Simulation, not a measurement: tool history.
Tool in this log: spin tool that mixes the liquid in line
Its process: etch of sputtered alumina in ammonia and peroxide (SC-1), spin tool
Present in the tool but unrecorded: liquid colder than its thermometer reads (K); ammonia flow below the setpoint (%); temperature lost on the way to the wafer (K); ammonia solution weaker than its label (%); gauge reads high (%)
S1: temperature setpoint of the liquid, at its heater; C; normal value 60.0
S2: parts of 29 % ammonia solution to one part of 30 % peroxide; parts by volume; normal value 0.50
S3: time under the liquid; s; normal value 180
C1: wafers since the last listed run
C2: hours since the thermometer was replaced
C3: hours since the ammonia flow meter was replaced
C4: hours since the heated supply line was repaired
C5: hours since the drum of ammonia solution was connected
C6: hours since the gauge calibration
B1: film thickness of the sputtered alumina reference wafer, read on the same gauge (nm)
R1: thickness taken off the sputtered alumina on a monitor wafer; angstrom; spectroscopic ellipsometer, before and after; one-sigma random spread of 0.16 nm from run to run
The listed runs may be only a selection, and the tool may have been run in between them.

{"run": 1, "hour": 0.0, "S1": 60.0, "S2": 0.5, "S3": 180, "C1": 0, "C2": 2710.6, "C3": 39.1, "C4": 1070.0, "C5": 171.4, "C6": 390.8, "B1": 109.99, "R1": 147.0}
{"run": 2, "hour": 7.9, "S1": 60.0, "S2": 0.5, "S3": 180, "C1": 50, "C2": 2718.5, "C3": 47.0, "C4": 1077.9, "C5": 179.3, "C6": 398.7, "B1": 110.02, "R1": 146.4}
{"hour": 15.4, "done": "new drum of ammonia solution connected"}
{"run": 3, "hour": 29.4, "S1": 60.0, "S2": 0.5, "S3": 180, "C1": 132, "C2": 2740.0, "C3": 68.5, "C4": 1099.4, "C5": 14.0, "C6": 420.2, "B1": 110.01, "R1": 147.7}
{"run": 4, "hour": 43.6, "S1": 60.0, "S2": 0.5, "S3": 180, "C1": 91, "C2": 2754.2, "C3": 82.7, "C4": 1113.6, "C5": 28.2, "C6": 434.4, "B1": 109.99, "R1": 143.5}
{"run": 5, "hour": 55.9, "S1": 60.0, "S2": 0.5, "S3": 180, "C1": 79, "C2": 2766.5, "C3": 95.0, "C4": 1125.9, "C5": 40.5, "C6": 446.7, "B1": 110.02, "R1": 145.1}
{"run": 6, "hour": 71.0, "S1": 60.0, "S2": 0.65, "S3": 85, "C1": 97, "C2": 2781.6, "C3": 110.1, "C4": 1141.0, "C5": 55.6, "C6": 461.8, "B1": 110.01, "R1": 70.8}
{"hour": 75.4, "done": "gauge calibrated"}
{"run": 7, "hour": 79.6, "S1": 60.0, "S2": 0.35, "S3": 255, "C1": 55, "C2": 2790.2, "C3": 118.7, "C4": 1149.6, "C5": 64.2, "C6": 4.2, "B1": 110.01, "R1": 201.4}
{"run": 8, "hour": 91.3, "S1": 60.0, "S2": 0.6, "S3": 180, "C1": 75, "C2": 2801.9, "C3": 130.4, "C4": 1161.3, "C5": 75.9, "C6": 15.9, "B1": 110.01, "R1": 151.0}
{"run": 9, "hour": 104.8, "S1": 65.0, "S2": 0.5, "S3": 215, "C1": 86, "C2": 2815.4, "C3": 143.9, "C4": 1174.8, "C5": 89.4, "C6": 29.4, "B1": 110.0, "R1": 225.7}
{"run": 10, "hour": 116.1, "S1": 52.5, "S2": 0.55, "S3": 275, "C1": 72, "C2": 2826.7, "C3": 155.2, "C4": 1186.1, "C5": 100.7, "C6": 40.7, "B1": 110.0, "R1": 150.1}
{"hour": 119.5, "done": "thermometer replaced"}
{"run": 11, "hour": 125.6, "S1": 60.0, "S2": 0.65, "S3": 85, "C1": 54, "C2": 6.1, "C3": 164.7, "C4": 1195.6, "C5": 110.2, "C6": 50.2, "B1": 110.01, "R1": 69.4}
{"run": 12, "hour": 136.0, "S1": 60.0, "S2": 0.5, "S3": 180, "C1": 67, "C2": 16.5, "C3": 175.1, "C4": 1206.0, "C5": 120.6, "C6": 60.6, "B1": 110.0, "R1": 146.8}
{"run": 13, "hour": 150.4, "S1": 68.0, "S2": 0.5, "S3": 180, "C1": 92, "C2": 30.9, "C3": 189.5, "C4": 1220.4, "C5": 135.0, "C6": 75.0, "B1": 110.0, "R1": 220.1}
{"hour": 155.9, "done": "heated supply line repaired"}
{"run": 14, "hour": 165.5, "S1": 53.0, "S2": 0.45, "S3": 110, "C1": 90, "C2": 46.0, "C3": 204.6, "C4": 9.6, "C5": 150.1, "C6": 90.1, "B1": 110.01, "R1": 64.5}
{"run": 15, "hour": 183.5, "S1": 57.0, "S2": 0.3, "S3": 245, "C1": 115, "C2": 64.0, "C3": 222.6, "C4": 27.6, "C5": 168.1, "C6": 108.1, "B1": 110.01, "R1": 174.6}
{"run": 16, "hour": 194.9, "S1": 60.0, "S2": 0.65, "S3": 265, "C1": 73, "C2": 75.4, "C3": 234.0, "C4": 39.0, "C5": 179.5, "C6": 119.5, "B1": 110.01, "R1": 235.9}
{"run": 17, "hour": 202.1, "S1": 60.0, "S2": 0.25, "S3": 105, "C1": 46, "C2": 82.6, "C3": 241.2, "C4": 46.2, "C5": 186.7, "C6": 126.7, "B1": 109.99, "R1": 86.0}
{"hour": 213.7, "done": "new drum of ammonia solution connected"}
{"run": 18, "hour": 215.8, "S1": 60.0, "S2": 0.5, "S3": 180, "C1": 81, "C2": 96.3, "C3": 254.9, "C4": 59.9, "C5": 2.1, "C6": 140.4, "B1": 110.01, "R1": 155.6}
{"run": 19, "hour": 230.5, "S1": 60.0, "S2": 0.5, "S3": 180, "C1": 94, "C2": 111.0, "C3": 269.6, "C4": 74.6, "C5": 16.8, "C6": 155.1, "B1": 110.0, "R1": 154.3}
{"run": 20, "hour": 237.3, "S1": 69.5, "S2": 0.4, "S3": 180, "C1": 43, "C2": 117.8, "C3": 276.4, "C4": 81.4, "C5": 23.6, "C6": 161.9, "B1": 110.01, "R1": 245.7}
{"run": 21, "hour": 275.7, "S1": 60.0, "S2": 0.5, "S3": 180, "C1": 247, "C2": 156.2, "C3": 314.8, "C4": 119.8, "C5": 62.0, "C6": 200.3, "B1": 110.0, "R1": 156.0}
{"run": 22, "hour": 289.4, "S1": 67.5, "S2": 0.5, "S3": 225, "C1": 88, "C2": 169.9, "C3": 328.5, "C4": 133.5, "C5": 75.7, "C6": 214.0, "B1": 110.01, "R1": 281.1}
{"run": 23, "hour": 305.1, "S1": 57.0, "S2": 0.65, "S3": 210, "C1": 101, "C2": 185.6, "C3": 344.2, "C4": 149.2, "C5": 91.4, "C6": 229.7, "B1": 110.01, "R1": 159.8}
{"run": 24, "hour": 318.9, "S1": 64.5, "S2": 0.5, "S3": 180, "C1": 88, "C2": 199.4, "C3": 358.0, "C4": 163.0, "C5": 105.2, "C6": 243.5, "B1": 109.97, "R1": 195.5}
{"run": 25, "hour": 330.2, "S1": 67.5, "S2": 0.5, "S3": 180, "C1": 72, "C2": 210.7, "C3": 369.3, "C4": 174.3, "C5": 116.5, "C6": 254.8, "B1": 110.0, "R1": 223.6}
{"run": 26, "hour": 340.0, "S1": 60.0, "S2": 0.65, "S3": 180, "C1": 63, "C2": 220.5, "C3": 379.1, "C4": 184.1, "C5": 126.3, "C6": 264.6, "B1": 109.99, "R1": 157.7}

Some steps in R1 between neighbouring runs. How much of each would the tool show without its hidden state too (settings, what came in, random variation), and how much is left for the hidden state, with any gauge scatter that isn't in both results?
Run 6 -> 7: S2 0.65 -> 0.35, S3 85 -> 255, gauge calibrated. R1 +130.6 angstrom: hidden state -11.8, all else +142.4.
Run 13 -> 14: S1 68.0 -> 53.0, S2 0.50 -> 0.45, S3 180 -> 110, heated supply line repaired. R1 -155.6 angstrom: hidden state +18.7, all else -174.3.
Run 16 -> 17: S2 0.65 -> 0.25, S3 265 -> 105. R1 -149.9 angstrom: hidden state +2.8, all else -152.7.
